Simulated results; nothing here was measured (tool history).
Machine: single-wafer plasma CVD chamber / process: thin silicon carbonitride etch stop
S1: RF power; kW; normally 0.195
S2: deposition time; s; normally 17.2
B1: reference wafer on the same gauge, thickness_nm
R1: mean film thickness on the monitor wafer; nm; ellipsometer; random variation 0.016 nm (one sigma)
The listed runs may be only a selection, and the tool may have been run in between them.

Run 1, hour 0.0: usual settings; B1 11.402. Result: R1 10.652 nm.
Run 2, hour 59.3: usual settings; B1 11.400. Result: R1 10.645 nm.
Run 3, hour 118.7: usual settings; B1 11.398. Result: R1 10.617 nm.
Run 4, hour 163.5: usual settings but S2 15.3 s; B1 11.396. Result: R1 9.449 nm.
Run 5, hour 190.1: usual settings but S2 15.3 s; B1 11.399. Result: R1 9.472 nm.
Run 6, hour 242.0: usual settings but S2 15.3 s; B1 11.401. Result: R1 9.438 nm.
Run 7, hour 286.0: usual settings; B1 11.399. Result: R1 10.603 nm.
Run 8, hour 350.9: usual settings but S2 14.6 s; B1 11.395. Result: R1 9.021 nm.
Run 9, hour 394.7: usual settings but S2 14.6 s; B1 11.398. Result: R1 9.001 nm.
Run 10, hour 432.9: usual settings but S2 14.6 s; B1 11.399. Result: R1 9.011 nm.
Run 11, hour 461.3: usual settings; B1 11.407. Result: R1 10.596 nm.
Run 12, hour 502.8: usual settings; B1 11.396. Result: R1 10.621 nm.
Run 13, hour 539.6: usual settings; B1 11.404. Result: R1 10.572 nm.
Run 14, hour 581.3: usual settings; B1 11.401. Result: R1 10.593 nm.
Run 15, hour 610.5: usual settings; B1 11.400. Result: R1 10.594 nm.
Run 16, hour 641.0: usual settings but S1 0.225 kW; B1 11.397. Result: R1 10.927 nm.
Run 17, hour 672.1: usual settings but S1 0.225 kW; B1 11.403. Result: R1 10.929 nm.
Run 18, hour 703.3: usual settings; B1 11.395. Result: R1 10.626 nm.
Run 19, hour 757.1: usual settings but S2 14.6 s; B1 11.400. Result: R1 8.974 nm.
Run 20, hour 810.3: usual settings but S2 14.5 s; B1 11.402. Result: R1 8.929 nm.
Run 21, hour 865.9: usual settings but S1 0.175 kW, S2 16.2 s; B1 11.398. Result: R1 9.782 nm.
Run 22, hour 929.2: usual settings but S2 18.7 s; B1 11.399. Result: R1 11.501 nm.
Run 23, hour 990.3: usual settings; B1 11.399. Result: R1 10.584 nm.
Run 24, hour 1039.1: usual settings but S1 0.230 kW; B1 11.397. Result: R1 10.935 nm.
Run 25, hour 1110.0: usual settings but S1 0.170 kW, S2 19.9 s; B1 11.400. Result: R1 12.086 nm.
Run 26, hour 1145.8: usual settings; B1 11.401. Result: R1 10.708 nm.
Run 27, hour 1272.7: usual settings but S1 0.160 kW, S2 14.1 s; B1 11.400. Result: R1 8.433 nm.
Run 28, hour 1298.2: usual settings; B1 11.404. Result: R1 10.724 nm.
Run 29, hour 1326.6: usual settings but S1 0.230 kW, S2 15.9 s; B1 11.401. Result: R1 10.225 nm.
Run 30, hour 1392.7: usual settings but S1 0.210 kW; B1 11.397. Result: R1 10.888 nm.
Run 31, hour 1463.3: usual settings but S1 0.180 kW; B1 11.401. Result: R1 10.546 nm.
Run 32, hour 1513.2: usual settings; B1 11.402. Result: R1 10.686 nm.
Run 33, hour 1560.7: usual settings but S1 0.160 kW; B1 11.396. Result: R1 10.271 nm.
Run 34, hour 1587.2: usual settings but S1 0.185 kW, S2 13.8 s; B1 11.399. Result: R1 8.502 nm.

Taken out of this log: 6 entries between the listed runs. Where each belongs, and how the hidden state differs across it:
Logged between run 1 and run 2: gauge calibrated (hour 55.3)
  delivered RF power above the setpoint (%): -3.87 -> -4.05
  measured result minus the result with no hidden state, R1: -0.084 -> -0.087 nm
Logged between run 7 and run 8: thermocouple changed; heater temperature recalibrated (hour 313.0)
  delivered RF power above the setpoint (%): -4.72 -> -4.92
  measured result minus the result with no hidden state, R1: -0.102 -> -0.090 nm
Logged between run 23 and run 24: gauge calibrated (hour 997.6); showerhead replaced (hour 1015.3)
  delivered RF power above the setpoint (%): -6.82 -> -6.96
  measured result minus the result with no hidden state, R1: -0.149 -> -0.156 nm
Logged between run 24 and run 25: RF generator calibrated (hour 1109.5)
  delivered RF power above the setpoint (%): -6.96 -> -0.411
  measured result minus the result with no hidden state, R1: -0.156 -> -0.010 nm
Logged between run 26 and run 27: thermocouple changed; heater temperature recalibrated (hour 1215.2)
  delivered RF power above the setpoint (%): -0.517 -> -0.894
  measured result minus the result with no hidden state, R1: -0.011 -> -0.015 nm

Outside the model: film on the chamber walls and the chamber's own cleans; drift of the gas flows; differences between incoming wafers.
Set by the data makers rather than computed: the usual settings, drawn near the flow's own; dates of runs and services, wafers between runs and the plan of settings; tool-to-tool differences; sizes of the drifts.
